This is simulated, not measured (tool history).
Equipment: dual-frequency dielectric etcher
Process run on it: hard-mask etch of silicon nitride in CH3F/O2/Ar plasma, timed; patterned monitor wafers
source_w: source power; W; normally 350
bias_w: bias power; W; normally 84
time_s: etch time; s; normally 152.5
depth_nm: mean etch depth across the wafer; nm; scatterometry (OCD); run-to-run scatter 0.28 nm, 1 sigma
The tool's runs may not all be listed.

| run | hour | source_w | bias_w | time_s | wafers since the last listed run | hours since the last wet clean | hours since the last source power generator calibration | hours since the last bias power generator calibration | hours since the last upper electrode change | hours since the gauge calibration | read-back reference wafer on the same gauge, depth_nm | depth_nm |
|---|---|---|---|---|---|---|---|---|---|---|---|---|
| 1 | 0.0 | 350 | 84 | 152.5 | 0 | 375.7 | 3156.0 | 1590.2 | 4439.3 | 986.4 | 132.0 | 112.7 |
|  | 19.6 | wet clean of the chamber |
| 2 | 38.0 | 350 | 84 | 152.5 | 106 | 18.4 | 3194.0 | 1628.2 | 4477.3 | 1024.4 | 132.0 | 113.4 |
| 3 | 82.4 | 350 | 84 | 152.5 | 257 | 62.8 | 3238.4 | 1672.6 | 4521.7 | 1068.8 | 132.0 | 113.3 |
| 4 | 145.2 | 350 | 84 | 152.5 | 364 | 125.6 | 3301.2 | 1735.4 | 4584.5 | 1131.6 | 132.0 | 113.3 |
| 5 | 193.6 | 350 | 84 | 152.5 | 281 | 174.0 | 3349.6 | 1783.8 | 4632.9 | 1180.0 | 132.1 | 113.0 |
| 6 | 230.7 | 350 | 84 | 152.5 | 215 | 211.1 | 3386.7 | 1820.9 | 4670.0 | 1217.1 | 132.0 | 112.3 |
| 7 | 287.4 | 350 | 84 | 152.5 | 329 | 267.8 | 3443.4 | 1877.6 | 4726.7 | 1273.8 | 132.0 | 112.4 |
| 8 | 349.9 | 350 | 84 | 152.5 | 362 | 330.3 | 3505.9 | 1940.1 | 4789.2 | 1336.3 | 132.0 | 112.0 |
|  | 379.7 | gauge calibrated |
| 9 | 387.2 | 350 | 84 | 152.5 | 216 | 367.6 | 3543.2 | 1977.4 | 4826.5 | 7.5 | 132.0 | 111.9 |
|  | 465.4 | wet clean of the chamber |
|  | 510.4 | bias power generator calibrated |
|  | 515.3 | source power generator calibrated |
| 10 | 588.0 | 350 | 84 | 152.5 | 980 | 122.6 | 72.7 | 77.6 | 5027.3 | 208.3 | 132.0 | 115.5 |
|  | 618.0 | upper electrode replaced |
| 11 | 673.6 | 350 | 84 | 152.5 | 357 | 208.2 | 158.3 | 163.2 | 55.6 | 293.9 | 132.0 | 114.4 |
| 12 | 735.8 | 380 | 78 | 131.0 | 361 | 270.4 | 220.5 | 225.4 | 117.8 | 356.1 | 132.0 | 97.6 |
| 13 | 793.9 | 350 | 84 | 152.5 | 337 | 328.5 | 278.6 | 283.5 | 175.9 | 414.2 | 132.0 | 113.2 |
| 14 | 848.3 | 350 | 84 | 152.5 | 315 | 382.9 | 333.0 | 337.9 | 230.3 | 468.6 | 131.9 | 113.1 |
|  | 893.1 | wet clean of the chamber |
| 15 | 912.1 | 390 | 103 | 152.5 | 231 | 19.0 | 396.8 | 401.7 | 294.1 | 532.4 | 132.0 | 129.0 |
| 16 | 958.3 | 350 | 75 | 116.5 | 268 | 65.2 | 443.0 | 447.9 | 340.3 | 578.6 | 132.0 | 83.8 |
| 17 | 986.2 | 380 | 84 | 152.5 | 161 | 93.1 | 470.9 | 475.8 | 368.2 | 606.5 | 132.0 | 117.6 |
| 18 | 1019.3 | 410 | 92 | 119.5 | 192 | 126.2 | 504.0 | 508.9 | 401.3 | 639.6 | 132.1 | 97.5 |
| 19 | 1085.2 | 310 | 84 | 152.5 | 382 | 192.1 | 569.9 | 574.8 | 467.2 | 705.5 | 132.1 | 108.9 |
| 20 | 1146.0 | 350 | 84 | 152.5 | 353 | 252.9 | 630.7 | 635.6 | 528.0 | 766.3 | 132.0 | 113.4 |
| 21 | 1208.3 | 350 | 78 | 152.5 | 361 | 315.2 | 693.0 | 697.9 | 590.3 | 828.6 | 132.0 | 110.0 |

Below are 5 alternative next runs, each starting from the tool's condition after run 21. Predict each:
| A | 1208.8 | 350 | 92 | 152.5 | 2 | 315.7 | 693.5 | 698.4 | 590.8 | 829.1 | ? | ? |
| B | 1208.8 | 300 | 94 | 173.0 | 2 | 315.7 | 693.5 | 698.4 | 590.8 | 829.1 | ? | ? |
| C | 1208.8 | 300 | 84 | 152.5 | 2 | 315.7 | 693.5 | 698.4 | 590.8 | 829.1 | ? | ? |
| D | 1208.8 | 430 | 84 | 152.5 | 2 | 315.7 | 693.5 | 698.4 | 590.8 | 829.1 | ? | ? |
| E | 1208.8 | 440 | 84 | 152.5 | 2 | 315.7 | 693.5 | 698.4 | 590.8 | 829.1 | ? | ? |

| run | read-back reference wafer on the same gauge, depth_nm | depth_nm |
|---|---|---|
| A | 132.0 | 116.8 |
| B | 132.0 | 126.8 |
| C | 132.0 | 107.2 |
| D | 132.0 | 121.1 |
| E | 132.0 | 122.1 |
Without the tool's unlogged condition, the same runs would have read:
| run | depth_nm |
|---|---|
| A | 120.1 |
| B | 130.5 |
| C | 110.2 |
| D | 124.5 |
| E | 125.5 |

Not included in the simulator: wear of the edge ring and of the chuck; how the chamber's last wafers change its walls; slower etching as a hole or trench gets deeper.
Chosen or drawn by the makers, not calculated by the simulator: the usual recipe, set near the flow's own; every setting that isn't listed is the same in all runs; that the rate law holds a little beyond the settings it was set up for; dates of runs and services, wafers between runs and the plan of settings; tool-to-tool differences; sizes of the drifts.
